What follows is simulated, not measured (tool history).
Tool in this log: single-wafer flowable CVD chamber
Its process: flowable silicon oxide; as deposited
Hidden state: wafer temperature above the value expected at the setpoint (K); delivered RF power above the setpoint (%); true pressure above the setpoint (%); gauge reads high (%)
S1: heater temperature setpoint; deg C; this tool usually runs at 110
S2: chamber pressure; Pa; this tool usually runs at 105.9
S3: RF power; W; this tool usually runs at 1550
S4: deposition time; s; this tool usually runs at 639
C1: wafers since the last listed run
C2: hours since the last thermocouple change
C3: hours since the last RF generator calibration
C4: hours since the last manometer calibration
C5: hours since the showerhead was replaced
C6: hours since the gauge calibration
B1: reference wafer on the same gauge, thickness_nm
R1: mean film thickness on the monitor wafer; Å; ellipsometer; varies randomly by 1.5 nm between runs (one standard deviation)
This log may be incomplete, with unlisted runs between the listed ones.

run,hour,S1,S2,S3,S4,C1,C2,C3,C4,C5,C6,B1,R1
1,0.0,110,84.9,1550,639,0,1360.2,1082.6,393.2,2747.2,1362.1,271.434,2333.86
# hour 44.5: thermocouple changed; heater temperature recalibrated
2,101.4,110,84.9,1550,639,332,56.9,1184.0,494.6,2848.6,1463.5,272.166,2342.57
3,156.3,110,84.9,1550,639,195,111.8,1238.9,549.5,2903.5,1518.4,271.952,2336.51
# hour 180.2: showerhead replaced, of another model than before
4,233.7,110,105.9,1550,639,247,189.2,1316.3,626.9,53.5,1595.8,272.074,2673.14
5,314.6,110,105.9,1830,639,288,270.1,1397.2,707.8,134.4,1676.7,271.841,2763.52
6,355.0,110,105.9,1550,639,143,310.5,1437.6,748.2,174.8,1717.1,271.966,2644.98
7,405.5,110,105.9,1550,639,179,361.0,1488.1,798.7,225.3,1767.6,272.335,2634.25
8,486.5,96,93.1,1405,570,288,442.0,1569.1,879.7,306.3,1848.6,272.242,3053.31
9,591.7,110,105.9,1550,639,374,547.2,1674.3,984.9,411.5,1953.8,271.288,2634.49
10,637.1,110,105.9,1550,639,161,592.6,1719.7,1030.3,456.9,1999.2,272.329,2639.26
# hour 715.2: RF generator calibrated
11,743.6,110,85.1,1780,639,350,699.1,28.4,1136.8,563.4,2105.7,271.998,2175.48
12,820.9,110,117.3,1550,639,275,776.4,105.7,1214.1,640.7,2183.0,271.985,2930.81
13,1084.8,110,105.9,1420,639,940,1040.3,369.6,1478.0,904.6,2446.9,272.515,2570.84
14,1167.5,110,86.7,1550,639,294,1123.0,452.3,1560.7,987.3,2529.6,272.418,2172.21
# hour 1260.7: capacitance manometer re-zeroed and calibrated
15,1266.7,117,105.9,1550,730,324,1222.2,551.5,6.0,1086.5,2628.8,272.537,2619.78
16,1302.9,110,89.7,1550,724,128,1258.4,587.7,42.2,1122.7,2665.0,272.519,2649.50
17,1366.1,110,90.4,1550,639,225,1321.6,650.9,105.4,1185.9,2728.2,272.164,2354.05
18,1471.1,110,105.9,1255,639,374,1426.6,755.9,210.4,1290.9,2833.2,272.074,2572.65
# hour 1511.4: thermocouple changed; heater temperature recalibrated
19,1518.9,110,105.9,1450,639,141,7.5,803.7,258.2,1338.7,2881.0,272.087,2676.93
20,1596.8,121,128.7,1725,583,277,85.4,881.6,336.1,1416.6,2958.9,272.306,2261.91
21,1703.3,97,105.9,1410,639,379,191.9,988.1,442.6,1523.1,3065.4,271.785,3792.89
# hour 1728.9: gauge calibrated
22,1791.1,110,105.9,1550,639,312,279.7,1075.9,530.4,1610.9,62.2,272.144,2687.72
23,2051.8,110,105.9,1315,524,928,540.4,1336.6,791.1,1871.6,322.9,271.752,2085.55
24,2147.0,122,96.9,1550,639,339,635.6,1431.8,886.3,1966.8,418.1,272.088,1765.66
25,2464.9,125,105.9,1550,601,1132,953.5,1749.7,1204.2,2284.7,736.0,271.984,1670.66
26,2559.3,116,86.8,1395,526,336,1047.9,1844.1,1298.6,2379.1,830.4,271.792,1479.47
27,2666.6,97,105.9,1550,534,382,1155.2,1951.4,1405.9,2486.4,937.7,271.743,3205.33

Same runs, no hidden state in the tool, same run-to-run variation:
run,R1
1,2374.24
2,2390.50
3,2387.82
4,2763.67
5,2863.99
6,2744.12
7,2736.41
8,3181.78
9,2747.07
10,2754.12
11,2277.17
12,3062.09
13,2696.26
14,2283.28
15,2609.68
16,2647.52
17,2364.61
18,2602.77
19,2716.22
20,2301.71
21,3884.68
22,2762.50
23,2160.52
24,1833.51
25,1743.11
26,1547.55
27,3351.14
